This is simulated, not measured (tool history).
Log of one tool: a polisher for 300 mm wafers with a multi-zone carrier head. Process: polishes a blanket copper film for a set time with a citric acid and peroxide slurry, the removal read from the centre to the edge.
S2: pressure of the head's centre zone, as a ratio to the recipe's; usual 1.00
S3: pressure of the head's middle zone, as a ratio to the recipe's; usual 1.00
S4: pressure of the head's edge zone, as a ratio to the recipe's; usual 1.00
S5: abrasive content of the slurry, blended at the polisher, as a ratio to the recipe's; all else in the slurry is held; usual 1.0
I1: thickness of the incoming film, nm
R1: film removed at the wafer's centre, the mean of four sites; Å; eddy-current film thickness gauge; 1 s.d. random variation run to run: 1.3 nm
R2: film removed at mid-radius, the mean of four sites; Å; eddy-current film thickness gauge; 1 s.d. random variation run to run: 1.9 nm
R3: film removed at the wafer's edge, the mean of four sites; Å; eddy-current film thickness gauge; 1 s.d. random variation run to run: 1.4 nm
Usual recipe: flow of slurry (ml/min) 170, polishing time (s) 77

run 1 hour=0.0 | flow_of_slurry_(ml/min)=170 S2=1.00 S3=1.00 S4=1.00 S5=1.0 polishing_time_(s)=77 | I1=833.0 | R1=1960 R2=2029 R3=2024
-- hour=86.3 worn pad replaced by a new one
run 2 hour=86.8 | flow_of_slurry_(ml/min)=170 S2=1.00 S3=1.00 S4=1.00 S5=1.0 polishing_time_(s)=77 | I1=840.9 | R1=1964 R2=2101 R3=2011
run 3 hour=122.1 | flow_of_slurry_(ml/min)=170 S2=1.00 S3=1.00 S4=1.00 S5=1.0 polishing_time_(s)=77 | I1=832.9 | R1=1947 R2=2060 R3=2059
-- hour=167.2 slurry nozzle cleaned
run 4 hour=192.5 | flow_of_slurry_(ml/min)=170 S2=1.00 S3=1.00 S4=1.00 S5=1.0 polishing_time_(s)=77 | I1=849.4 | R1=1958 R2=2059 R3=2037
run 5 hour=255.4 | flow_of_slurry_(ml/min)=170 S2=1.00 S3=1.00 S4=1.00 S5=1.0 polishing_time_(s)=77 | I1=841.5 | R1=1951 R2=2077 R3=2046
-- hour=309.0 centre zone pressure recalibrated
run 6 hour=321.3 | flow_of_slurry_(ml/min)=170 S2=1.00 S3=1.00 S4=1.00 S5=1.0 polishing_time_(s)=77 | I1=827.7 | R1=1987 R2=2023 R3=2032
-- hour=335.3 worn pad replaced by a new one
-- hour=383.3 edge zone pressure recalibrated
run 7 hour=418.2 | flow_of_slurry_(ml/min)=170 S2=1.00 S3=1.00 S4=1.00 S5=1.0 polishing_time_(s)=77 | I1=841.7 | R1=2016 R2=2069 R3=2037
-- hour=476.2 carrier head's membrane replaced by a new one
-- hour=493.9 slurry nozzle cleaned
run 8 hour=521.5 | flow_of_slurry_(ml/min)=170 S2=0.91 S3=1.00 S4=1.00 S5=1.0 polishing_time_(s)=77 | I1=834.1 | R1=1824 R2=2058 R3=2025
run 9 hour=573.2 | flow_of_slurry_(ml/min)=170 S2=0.91 S3=1.00 S4=1.00 S5=1.0 polishing_time_(s)=77 | I1=844.5 | R1=1797 R2=2062 R3=2018
-- hour=611.6 worn pad replaced by a new one
run 10 hour=626.9 | flow_of_slurry_(ml/min)=215 S2=1.00 S3=1.00 S4=1.00 S5=1.0 polishing_time_(s)=77 | I1=832.2 | R1=2043 R2=2088 R3=2062
run 11 hour=676.3 | flow_of_slurry_(ml/min)=170 S2=1.00 S3=1.08 S4=0.91 S5=1.0 polishing_time_(s)=65 | I1=838.5 | R1=1676 R2=1828 R3=1617
run 12 hour=782.1 | flow_of_slurry_(ml/min)=170 S2=0.94 S3=1.04 S4=1.08 S5=1.0 polishing_time_(s)=77 | I1=831.0 | R1=1851 R2=2068 R3=2077
-- hour=817.0 slurry nozzle cleaned
run 13 hour=848.8 | flow_of_slurry_(ml/min)=215 S2=1.00 S3=1.04 S4=0.94 S5=1.2 polishing_time_(s)=77 | I1=832.9 | R1=2090 R2=2239 R3=2091
-- hour=889.9 worn pad replaced by a new one
run 14 hour=945.8 | flow_of_slurry_(ml/min)=170 S2=1.00 S3=1.00 S4=1.00 S5=1.0 polishing_time_(s)=77 | I1=852.8 | R1=1942 R2=2063 R3=2013
-- hour=962.7 edge zone pressure recalibrated
-- hour=963.3 centre zone pressure recalibrated
run 15 hour=1052.6 | flow_of_slurry_(ml/min)=170 S2=1.00 S3=1.00 S4=1.00 S5=1.0 polishing_time_(s)=77 | I1=833.2 | R1=1979 R2=2065 R3=2034
-- hour=1133.5 carrier head's membrane replaced by a new one
run 16 hour=1134.0 | flow_of_slurry_(ml/min)=170 S2=0.93 S3=1.00 S4=1.00 S5=0.9 polishing_time_(s)=77 | I1=833.6 | R1=1823 R2=2006 R3=2004
-- hour=1140.7 slurry nozzle cleaned
-- hour=1168.8 worn pad replaced by a new one
run 17 hour=1190.3 | flow_of_slurry_(ml/min)=170 S2=1.00 S3=1.00 S4=1.00 S5=1.0 polishing_time_(s)=77 | I1=825.1 | R1=1961 R2=2047 R3=2034
run 18 hour=1252.8 | flow_of_slurry_(ml/min)=130 S2=0.91 S3=1.00 S4=1.00 S5=1.0 polishing_time_(s)=77 | I1=844.6 | R1=1733 R2=1954 R3=1990

Selected run-to-run steps in R1, each split into two signed amounts: the part the tool would show with no hidden state at all (from settings, incoming material and random variation), and the remainder, which goes to the hidden state together with any gauge scatter not common to the measured and the hidden-state-free results:
The hidden state here: removal rate lost through wear of the pad, %; slurry flow missing at the pad, %; deviation of the centre zone's pressure from its setpoint, %; deviation of the edge zone's pressure from its setpoint, %.
Run 5 -> 6: centre zone pressure recalibrated. R1 +36 Å: hidden state +64, all else -28.
Run 10 -> 11: flow of slurry (ml/min) 215 -> 170, S3 1.00 -> 1.08, S4 1.00 -> 0.91, polishing time (s) 77 -> 65. R1 -367 Å: hidden state -1, all else -366.

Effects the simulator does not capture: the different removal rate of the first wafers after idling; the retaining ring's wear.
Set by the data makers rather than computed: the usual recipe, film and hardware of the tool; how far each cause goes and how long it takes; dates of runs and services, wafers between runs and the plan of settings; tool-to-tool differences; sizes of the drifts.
